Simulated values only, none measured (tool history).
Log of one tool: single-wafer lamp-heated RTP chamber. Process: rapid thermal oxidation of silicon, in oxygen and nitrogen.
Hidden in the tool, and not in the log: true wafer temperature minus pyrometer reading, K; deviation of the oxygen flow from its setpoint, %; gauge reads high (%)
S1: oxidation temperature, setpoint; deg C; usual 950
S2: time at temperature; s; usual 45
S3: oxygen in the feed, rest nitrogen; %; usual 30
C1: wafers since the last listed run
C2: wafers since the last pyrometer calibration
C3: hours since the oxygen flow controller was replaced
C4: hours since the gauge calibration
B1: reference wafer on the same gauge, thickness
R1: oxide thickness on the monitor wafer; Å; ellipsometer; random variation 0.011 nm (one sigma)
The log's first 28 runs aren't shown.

{"run": 29, "day": 62.792, "S1": 937, "S2": 37, "S3": 44, "C1": 679, "C2": 685, "C3": 344.0, "C4": 641.6, "B1": 3.16, "R1": 25.59}
{"run": 30, "day": 65.412, "S1": 950, "S2": 57, "S3": 30, "C1": 763, "C2": 1448, "C3": 406.9, "C4": 704.5, "B1": 3.159, "R1": 28.19}
{"run": 31, "day": 67.05, "S1": 931, "S2": 36, "S3": 30, "C1": 476, "C2": 1925, "C3": 446.2, "C4": 743.8, "B1": 3.161, "R1": 23.65}
{"run": 32, "day": 69.483, "S1": 950, "S2": 30, "S3": 39, "C1": 708, "C2": 2633, "C3": 504.6, "C4": 802.2, "B1": 3.16, "R1": 25.03}
{"run": 33, "day": 71.654, "S1": 950, "S2": 39, "S3": 17, "C1": 632, "C2": 3266, "C3": 556.7, "C4": 854.3, "B1": 3.159, "R1": 23.79}
{"run": 34, "day": 73.575, "S1": 950, "S2": 53, "S3": 30, "C1": 559, "C2": 3825, "C3": 602.8, "C4": 900.4, "B1": 3.157, "R1": 27.76}
{"run": 35, "day": 76.192, "S1": 950, "S2": 45, "S3": 30, "C1": 761, "C2": 4587, "C3": 665.6, "C4": 963.2, "B1": 3.162, "R1": 26.49}
{"day": 76.988, "done": "pyrometer window cleaned and pyrometer calibrated"}
{"run": 36, "day": 80.55, "S1": 934, "S2": 66, "S3": 17, "C1": 1172, "C2": 1037, "C3": 770.2, "C4": 1067.8, "B1": 3.16, "R1": 25.35}
{"run": 37, "day": 83.258, "S1": 950, "S2": 45, "S3": 30, "C1": 788, "C2": 1826, "C3": 835.2, "C4": 1132.8, "B1": 3.158, "R1": 26.5}

Forecast each of these 5 alternatives for the next run:
{"run": "A", "day": 83.275, "S1": 950, "S2": 45, "S3": 30, "C1": 4, "C2": 1831, "C3": 835.6, "C4": 1133.2, "B1": "?", "R1": "?"}
{"run": "B", "day": 83.275, "S1": 960, "S2": 45, "S3": 30, "C1": 4, "C2": 1831, "C3": 835.6, "C4": 1133.2, "B1": "?", "R1": "?"}
{"run": "C", "day": 83.275, "S1": 950, "S2": 61, "S3": 30, "C1": 4, "C2": 1831, "C3": 835.6, "C4": 1133.2, "B1": "?", "R1": "?"}
{"run": "D", "day": 83.275, "S1": 927, "S2": 34, "S3": 18, "C1": 4, "C2": 1831, "C3": 835.6, "C4": 1133.2, "B1": "?", "R1": "?"}
{"run": "E", "day": 83.275, "S1": 961, "S2": 29, "S3": 17, "C1": 4, "C2": 1831, "C3": 835.6, "C4": 1133.2, "B1": "?", "R1": "?"}

run=A B1=3.159 R1=26.40
run=B B1=3.159 R1=27.54
run=C B1=3.159 R1=28.71
run=D B1=3.159 R1=22.02
run=E B1=3.159 R1=22.99
Without the tool's hidden state the same runs would have given:
run=A R1=26.40
run=B R1=27.54
run=C R1=28.71
run=D R1=22.02
run=E R1=22.99
